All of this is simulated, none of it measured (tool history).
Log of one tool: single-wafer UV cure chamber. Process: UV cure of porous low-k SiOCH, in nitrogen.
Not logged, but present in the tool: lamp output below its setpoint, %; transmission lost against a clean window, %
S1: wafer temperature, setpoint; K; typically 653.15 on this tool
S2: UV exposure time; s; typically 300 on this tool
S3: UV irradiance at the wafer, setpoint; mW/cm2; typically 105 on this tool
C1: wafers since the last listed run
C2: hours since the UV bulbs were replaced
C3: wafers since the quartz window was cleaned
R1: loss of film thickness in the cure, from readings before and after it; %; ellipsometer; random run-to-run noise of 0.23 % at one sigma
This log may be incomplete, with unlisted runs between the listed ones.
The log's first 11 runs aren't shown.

At hour 428.0: quartz window cleaned.
Run 12, hour 434.2: usual settings; C1 152; C2 1544.5; C3 54. Result: R1 12.894 %.
Run 13, hour 470.1: usual settings; C1 315; C2 1580.4; C3 369. Result: R1 12.556 %.
Run 14, hour 500.3: usual settings but S2 195 s; C1 265; C2 1610.6; C3 634. Result: R1 10.586 %.
Run 15, hour 535.0: usual settings but S2 195 s; C1 304; C2 1645.3; C3 939. Result: R1 10.802 %.
Run 16, hour 554.6: usual settings but S2 195 s; C1 172; C2 1664.9; C3 1111. Result: R1 10.319 %.
Run 17, hour 585.5: usual settings but S3 143 mW/cm2; C1 271; C2 1695.8; C3 1382. Result: R1 13.703 %.
At hour 603.3: UV bulbs replaced.
Run 18, hour 608.5: usual settings but S3 93 mW/cm2; C1 131; C2 5.2; C3 1514. Result: R1 12.039 %.
Run 19, hour 621.2: usual settings; C1 111; C2 17.9; C3 1625. Result: R1 12.185 %.
Run 20, hour 644.9: usual settings but S2 445 s; C1 208; C2 41.6; C3 1833. Result: R1 13.918 %.
Run 21, hour 676.5: usual settings but S1 659.15 K, S2 425 s, S3 67 mW/cm2; C1 277; C2 73.2; C3 2111. Result: R1 12.153 %.
Run 22, hour 695.4: usual settings; C1 165; C2 92.1; C3 2277. Result: R1 11.917 %.
Run 23, hour 719.5: usual settings but S2 475 s; C1 211; C2 116.2; C3 2488. Result: R1 14.218 %.
Run 24, hour 740.7: usual settings but S1 673.15 K, S2 400 s; C1 186; C2 137.4; C3 2674. Result: R1 13.546 %.
Run 25, hour 753.7: usual settings but S2 425 s; C1 114; C2 150.4; C3 2789. Result: R1 13.166 %.
Run 26, hour 788.6: usual settings but S1 663.15 K, S2 415 s, S3 141 mW/cm2; C1 306; C2 185.3; C3 3095. Result: R1 15.315 %.
At hour 803.9: quartz window cleaned.
Run 27, hour 810.8: usual settings but S2 170 s; C1 124; C2 207.5; C3 60. Result: R1 10.482 %.
Run 28, hour 842.7: usual settings; C1 280; C2 239.4; C3 340. Result: R1 12.981 %.
Run 29, hour 873.9: usual settings; C1 273; C2 270.6; C3 614. Result: R1 12.371 %.
Run 30, hour 892.0: usual settings but S2 440 s; C1 158; C2 288.7; C3 773. Result: R1 14.051 %.
Run 31, hour 923.3: usual settings but S1 636.15 K, S2 430 s, S3 74 mW/cm2; C1 274; C2 320.0; C3 1048. Result: R1 12.366 %.
Run 32, hour 949.6: usual settings but S1 669.15 K; C1 230; C2 346.3; C3 1279. Result: R1 12.217 %.
Run 33, hour 965.5: usual settings but S3 128 mW/cm2; C1 139; C2 362.2; C3 1419. Result: R1 13.441 %.

Each row is a separate what-if for the run after 33, all from the same tool condition, not one after another. Results?
Run A, hour 966.0: usual settings; C1 4; C2 362.7; C3 1423. Result: R1 ?.
Run B, hour 966.0: usual settings but S1 639.15 K, S2 385 s, S3 141 mW/cm2; C1 4; C2 362.7; C3 1423. Result: R1 ?.
Run C, hour 966.0: usual settings but S1 639.15 K; C1 4; C2 362.7; C3 1423. Result: R1 ?.

run      R1
  A  12.329
  B  14.607
  C  12.062
Without the tool's unlogged condition, the same runs would have read:
run      R1
  A  13.080
  B  15.382
  C  12.809

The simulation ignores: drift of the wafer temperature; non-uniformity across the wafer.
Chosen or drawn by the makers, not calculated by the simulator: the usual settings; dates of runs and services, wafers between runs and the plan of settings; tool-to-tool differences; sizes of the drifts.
